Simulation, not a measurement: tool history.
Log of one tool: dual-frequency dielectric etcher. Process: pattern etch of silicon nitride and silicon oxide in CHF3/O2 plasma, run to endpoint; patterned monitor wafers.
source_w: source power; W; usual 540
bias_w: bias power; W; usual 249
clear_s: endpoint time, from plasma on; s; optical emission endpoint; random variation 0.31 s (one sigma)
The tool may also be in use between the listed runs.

run   hour  source_w  bias_w  incoming incoming film thickness, nm  clear_s
  1    0.0       540     249                                 156.1    103.4
  2   51.3       540     249                                 155.4    102.9
  3   82.0       540     249                                 156.5    102.9
  4  126.8       650     249                                 156.1     92.8
  5  151.2       650     249                                 155.1     92.4
     184.3  -- source power generator calibrated
     189.7  -- bias power generator calibrated
  6  199.4       650     249                                 156.0     92.5
  7  268.2       630     249                                 156.3     93.4
  8  314.0       650     249                                 155.7     91.5
     346.1  -- upper electrode replaced
  9  359.1       430     189                                 157.2    126.2
     429.3  -- wet clean of the chamber
 10  429.8       430     306                                 156.3    110.2
 11  479.7       460     232                                 155.4    115.2
 12  519.8       540     249                                 155.0    101.4
 13  555.8       400     295                                 155.0    113.6
 14  603.1       650     304                                 156.0     86.5

Forecast each of these 4 alternatives for the next run:
  A  603.6       540     210                                 156.0        ?
  B  603.6       650     266                                 156.0        ?
  C  603.6       540     299                                 156.0        ?
  D  603.6       670     200                                 156.0        ?

run  clear_s
  A    107.7
  B     90.5
  C     95.8
  D     97.6
Without the tool's hidden state the same runs would have given:
run  clear_s
  A    109.5
  B     92.0
  C     97.4
  D     99.2
